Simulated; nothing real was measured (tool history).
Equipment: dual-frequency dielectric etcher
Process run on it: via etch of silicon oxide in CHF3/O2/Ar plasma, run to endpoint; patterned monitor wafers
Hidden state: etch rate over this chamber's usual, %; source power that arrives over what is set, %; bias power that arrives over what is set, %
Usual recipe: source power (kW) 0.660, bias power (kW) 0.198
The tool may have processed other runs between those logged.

run,hour,source power (kW),bias power (kW),wafers since the last listed run,hours since the last wet clean,hours since the last source power generator calibration,hours since the last bias power generator calibration,hours since the last upper electrode change,"incoming incoming film thickness, nm",endpoint time (s)
1,0.0,0.660,0.198,0,322.6,2072.9,2927.8,5618.2,658.1,330.8
2,15.8,0.660,0.198,84,338.4,2088.7,2943.6,5634.0,664.4,333.4
3,32.0,0.660,0.198,86,354.6,2104.9,2959.8,5650.2,664.0,333.3
4,38.3,0.660,0.198,33,360.9,2111.2,2966.1,5656.5,664.6,333.3
# hour 46.5: source power generator calibrated
5,55.7,0.660,0.198,71,378.3,9.2,2983.5,5673.9,662.5,333.6
# hour 84.5: wet clean of the chamber
# hour 84.7: bias power generator calibrated
6,85.2,0.660,0.198,28,0.7,38.7,0.5,5703.4,665.3,325.9
7,85.6,0.660,0.198,1,1.1,39.1,0.9,5703.8,664.4,323.4
8,86.0,0.500,0.180,0,1.5,39.5,1.3,5704.2,666.4,366.3
# hour 109.4: upper electrode replaced, of another model than before
9,109.9,0.660,0.198,2,25.4,63.4,25.2,0.5,667.2,326.3
10,110.3,0.530,0.149,2,25.8,63.8,25.6,0.9,660.8,363.1
11,110.7,0.550,0.198,2,26.2,64.2,26.0,1.3,664.5,333.9
12,121.1,0.770,0.213,55,36.6,74.6,36.4,11.7,665.0,309.1
13,137.6,0.660,0.198,88,53.1,91.1,52.9,28.2,667.1,326.0
14,154.7,0.660,0.198,91,70.2,108.2,70.0,45.3,669.5,328.0

Forecast each of these 3 alternatives for the next run:
A,155.2,0.660,0.198,2,70.7,108.7,70.5,45.8,662.7,?
B,155.2,0.750,0.227,2,70.7,108.7,70.5,45.8,662.7,?
C,155.2,0.660,0.170,2,70.7,108.7,70.5,45.8,662.7,?

run,endpoint time (s)
A,325.2
B,305.0
C,340.6
What these runs would have given with no unlogged condition in the tool:
run,endpoint time (s)
A,320.7
B,300.8
C,335.9
